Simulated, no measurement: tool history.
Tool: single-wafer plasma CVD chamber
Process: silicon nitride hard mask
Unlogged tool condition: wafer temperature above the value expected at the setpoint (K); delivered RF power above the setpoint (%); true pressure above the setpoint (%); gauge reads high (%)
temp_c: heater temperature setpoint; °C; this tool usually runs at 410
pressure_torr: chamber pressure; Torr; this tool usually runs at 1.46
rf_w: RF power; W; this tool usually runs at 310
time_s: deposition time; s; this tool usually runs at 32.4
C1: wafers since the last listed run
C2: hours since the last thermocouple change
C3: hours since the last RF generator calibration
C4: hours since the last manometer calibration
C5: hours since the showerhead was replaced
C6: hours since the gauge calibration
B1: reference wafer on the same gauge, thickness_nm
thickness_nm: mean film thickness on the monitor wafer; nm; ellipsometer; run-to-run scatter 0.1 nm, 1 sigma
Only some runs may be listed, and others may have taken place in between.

Run 1, day 0: usual settings; C1 0; C2 847.4; C3 1726.8; C4 1549.6; C5 4900.3; C6 607.8; B1 48.282. Result: thickness_nm 39.012 nm.
Run 2, day 0.438: usual settings; C1 159; C2 857.9; C3 1737.3; C4 1560.1; C5 4910.8; C6 618.3; B1 48.265. Result: thickness_nm 39.142 nm.
Run 3, day 1.104: usual settings but time_s 35.7 s; C1 243; C2 873.9; C3 1753.3; C4 1576.1; C5 4926.8; C6 634.3; B1 48.293. Result: thickness_nm 42.988 nm.
Run 4, day 1.583: usual settings but time_s 35.7 s; C1 175; C2 885.4; C3 1764.8; C4 1587.6; C5 4938.3; C6 645.8; B1 48.311. Result: thickness_nm 42.875 nm.
At day 1.775: gauge calibrated.
Run 5, day 1.942: usual settings but time_s 35.7 s; C1 130; C2 894; C3 1773.4; C4 1596.2; C5 4946.9; C6 4; B1 48.28. Result: thickness_nm 42.795 nm.
Run 6, day 2.675: usual settings; C1 267; C2 911.6; C3 1791; C4 1613.8; C5 4964.5; C6 21.6; B1 48.326. Result: thickness_nm 38.839 nm.
Run 7, day 3.304: usual settings but temp_c 402 °C, time_s 29.3 s; C1 229; C2 926.7; C3 1806.1; C4 1628.9; C5 4979.6; C6 36.7; B1 48.298. Result: thickness_nm 35.433 nm.
Run 8, day 3.938: usual settings but temp_c 402 °C, time_s 29.3 s; C1 231; C2 941.9; C3 1821.3; C4 1644.1; C5 4994.8; C6 51.9; B1 48.291. Result: thickness_nm 35.424 nm.
Run 9, day 4.65: usual settings but time_s 28.6 s; C1 260; C2 959; C3 1838.4; C4 1661.2; C5 5011.9; C6 69; B1 48.316. Result: thickness_nm 34.279 nm.
At day 5.2: capacitance manometer re-zeroed and calibrated.
Run 10, day 5.221: usual settings but pressure_torr 1.6 Torr, rf_w 355 W; C1 86; C2 972.7; C3 1852.1; C4 0.5; C5 5025.6; C6 82.7; B1 48.257. Result: thickness_nm 43.281 nm.
Run 11, day 5.508: usual settings; C1 105; C2 979.6; C3 1859; C4 7.4; C5 5032.5; C6 89.6; B1 48.303. Result: thickness_nm 38.65 nm.
Run 12, day 6.092: usual settings but temp_c 395 °C, pressure_torr 1.7 Torr, rf_w 270 W, time_s 29.8 s; C1 213; C2 993.6; C3 1873; C4 21.4; C5 5046.5; C6 103.6; B1 48.31. Result: thickness_nm 34.827 nm.
Run 13, day 6.717: usual settings but rf_w 345 W, time_s 27.5 s; C1 228; C2 1008.6; C3 1888; C4 36.4; C5 5061.5; C6 118.6; B1 48.276. Result: thickness_nm 35.144 nm.
Run 14, day 7.242: usual settings but rf_w 275 W, time_s 27.2 s; C1 191; C2 1021.2; C3 1900.6; C4 49; C5 5074.1; C6 131.2; B1 48.338. Result: thickness_nm 30.3 nm.
Run 15, day 7.925: usual settings; C1 249; C2 1037.6; C3 1917; C4 65.4; C5 5090.5; C6 147.6; B1 48.301. Result: thickness_nm 38.723 nm.
Run 16, day 8.658: usual settings but temp_c 416 °C, rf_w 335 W, time_s 36 s; C1 267; C2 1055.2; C3 1934.6; C4 83; C5 5108.1; C6 165.2; B1 48.286. Result: thickness_nm 44.676 nm.

Forecast run 17:
At day 10.35: thermocouple changed; heater temperature recalibrated.
At day 10.621: showerhead replaced.
Run 17, day 10.642: usual settings but rf_w 290 W, time_s 34.2 s; C1 503; C2 7; C3 1982.2; C4 130.6; C5 0.5; C6 212.8; B1 ?. Result: thickness_nm ?.

Run 17 yielded B1 48.268, thickness_nm 39.294 nm.
Take away the tool's hidden state, keep the run-to-run variation as it was, and the same run would have given thickness_nm 41.069 nm.
